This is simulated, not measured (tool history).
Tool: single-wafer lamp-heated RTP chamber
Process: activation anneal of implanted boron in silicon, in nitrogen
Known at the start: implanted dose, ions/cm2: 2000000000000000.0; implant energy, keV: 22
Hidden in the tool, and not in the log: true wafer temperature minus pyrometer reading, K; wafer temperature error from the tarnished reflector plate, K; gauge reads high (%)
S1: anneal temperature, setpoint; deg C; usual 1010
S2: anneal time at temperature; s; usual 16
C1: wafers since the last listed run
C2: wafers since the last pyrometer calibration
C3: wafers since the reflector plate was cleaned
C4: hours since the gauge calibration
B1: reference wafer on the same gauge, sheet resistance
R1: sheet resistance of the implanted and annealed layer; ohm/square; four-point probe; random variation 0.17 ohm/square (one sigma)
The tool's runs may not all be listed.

run   hour    S1  S2    C1    C2     C3     C4     B1     R1
  1    0.0   991  16     0  1823  11560  668.1  64.01  73.23
  2   12.2   991  16   128  1952  11688  680.3  64.00  73.06
  3   31.7  1010  16   204  2156  11893  699.8  64.02  67.36
      37.0  -- gauge calibrated
  4  132.7  1010  16  1060  3216  12953   95.7  64.01  67.00
  5  152.0  1010  16   202  3419  13155  115.0  63.99  67.20
  6  179.4  1010  16   287  3707  13443  142.4  64.01  67.07
  7  206.8  1010  16   287  3994  13731  169.8  64.03  67.04
     234.1  -- pyrometer window cleaned and pyrometer calibrated
  8  234.6  1010  16   207     4  13939  197.6  63.99  67.30
  9  253.5  1010  16   198   203  14137  216.5  63.98  67.17
 10  275.3  1010  16   228   432  14366  238.3  63.98  66.93
 11  300.9  1010  16   268   700  14634  263.9  64.01  67.19
 12  357.1  1010  16   589  1290  15224  320.1  63.98  67.34
 13  380.3  1010  16   243  1534  15468  343.3  63.99  67.14
 14  399.5  1010  16   201  1735  15670  362.5  64.04  67.11
 15  433.7   985  25   359  2094  16029  396.7  63.98  73.60
 16  458.5  1037  16   260  2355  16289  421.5  63.98  61.99
     469.7  -- reflector plate cleaned
 17  484.5  1023  13   188  2544    155  447.5  64.00  64.98
 18  503.9  1010  16   203  2747    359  466.9  64.02  67.13
 19  517.4  1025  21   141  2889    500  480.4  64.01  63.73
 20  553.0  1010  16   373  3263    874  516.0  63.99  67.33
     572.6  -- pyrometer window cleaned and pyrometer calibrated
 21  584.7  1010  12   248   126   1123  547.7  64.00  68.05
 22  599.1   992  23   151   278   1274  562.1  63.99  71.32
     608.8  -- gauge calibrated
 23  628.3   982  19   306   584   1580   19.5  64.01  76.13
 24  655.3   997  13   283   867   1864   46.5  64.01  71.76
 25  685.0  1024  13   311  1179   2176   76.2  63.99  64.90
 26  715.3  1025  16   318  1497   2494  106.5  63.99  64.04
 27  744.8   989  19   309  1807   2803  136.0  63.96  72.99
 28  776.0  1024  13   327  2134   3131  167.2  64.00  64.63

How the hidden state differs across the entries between the runs, from the last listed run before each to the first after it:
Between runs 3 and 4: gauge calibrated (hour 37.0)
  no hidden state differs between the two runs
Between runs 7 and 8: pyrometer window cleaned and pyrometer calibrated (hour 234.1)
  no hidden state differs between the two runs
Between runs 16 and 17: reflector plate cleaned (hour 469.7)
  no hidden state differs between the two runs
Between runs 20 and 21: pyrometer window cleaned and pyrometer calibrated (hour 572.6)
  no hidden state differs between the two runs
Between runs 22 and 23: gauge calibrated (hour 608.8)
  no hidden state differs between the two runs
